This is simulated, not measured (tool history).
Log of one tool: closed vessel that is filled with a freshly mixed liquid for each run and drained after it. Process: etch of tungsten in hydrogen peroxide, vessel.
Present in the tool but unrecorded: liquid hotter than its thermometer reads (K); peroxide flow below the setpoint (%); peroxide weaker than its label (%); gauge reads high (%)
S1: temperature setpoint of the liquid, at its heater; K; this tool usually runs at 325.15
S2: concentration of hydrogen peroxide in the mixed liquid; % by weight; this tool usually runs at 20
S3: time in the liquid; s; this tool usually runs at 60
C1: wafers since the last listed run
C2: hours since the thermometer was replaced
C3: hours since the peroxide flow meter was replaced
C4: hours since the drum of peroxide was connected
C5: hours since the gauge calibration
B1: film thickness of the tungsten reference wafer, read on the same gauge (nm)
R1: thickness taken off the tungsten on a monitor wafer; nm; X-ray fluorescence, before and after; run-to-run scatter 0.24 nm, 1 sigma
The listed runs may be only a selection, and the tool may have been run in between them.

run	hour	S1	S2	S3	C1	C2	C3	C4	C5	B1	R1
1	0	318.65	20	60	0	2402.5	1982.5	302.2	86.9	139.98	39.74
2	9.8	318.65	20	60	1315	2412.3	1992.3	312	96.7	140.01	39.77
3	20.4	318.65	20	60	1422	2422.9	2002.9	322.6	107.3	139.96	39.86
4	33.8	319.15	20	80	1798	2436.3	2016.3	336	120.7	140.02	55.1
5	49.1	325.15	20	60	2053	2451.6	2031.6	351.3	136	140.01	59.05
6	63.1	325.15	20	60	1879	2465.6	2045.6	365.3	150	139.99	59.2
7	73.8	325.15	24.5	60	1436	2476.3	2056.3	376	160.7	140	65.64
# hour 81.2: thermometer replaced
8	90.3	325.15	15.5	60	2080	9.1	2072.8	392.5	177.2	140	51.65
9	98.6	325.15	15.5	60	1114	17.4	2081.1	400.8	185.5	139.99	52.01
# hour 105.1: peroxide flow meter replaced
10	111	320.65	24	80	1530	29.8	5.9	413.2	197.9	139.98	64.83
11	121.3	322.65	16.5	60	1382	40.1	16.2	423.5	208.2	139.98	45.65
# hour 127.8: new drum of peroxide connected
12	131	325.15	17.5	60	1167	49.8	25.9	3.2	217.9	140.01	57.76
# hour 135.9: gauge calibrated
13	141.7	320.65	15.5	35	1436	60.5	36.6	13.9	5.8	140.01	23.87
14	151.6	318.65	20	60	1328	70.4	46.5	23.8	15.7	140.01	40.94
15	158.5	325.15	20	90	926	77.3	53.4	30.7	22.6	140.01	91.5
16	173.6	322.65	16.5	60	2026	92.4	68.5	45.8	37.7	140.01	47.43
17	186.7	328.65	26	60	1758	105.5	81.6	58.9	50.8	140	85.75
18	201.4	325.15	20	95	1973	120.2	96.3	73.6	65.5	139.99	96.25

Alternative continuations, all from the tool just after run 18; predict every row:
A	202.1	325.15	20	60	93	120.9	97	74.3	66.2	?	?
B	202.1	329.15	20	40	93	120.9	97	74.3	66.2	?	?
C	202.1	318.65	24	70	93	120.9	97	74.3	66.2	?	?
D	202.1	322.15	20	60	93	120.9	97	74.3	66.2	?	?
E	202.1	321.15	20	40	93	120.9	97	74.3	66.2	?	?

run	B1	R1
A	140	60.61
B	140	51.29
C	140	51.9
D	140	50.49
E	140	31.64
Stripped of hidden state, with their random variation kept, the same runs would have yielded:
run	R1
A	61.01
B	51.63
C	52.25
D	50.82
E	31.85
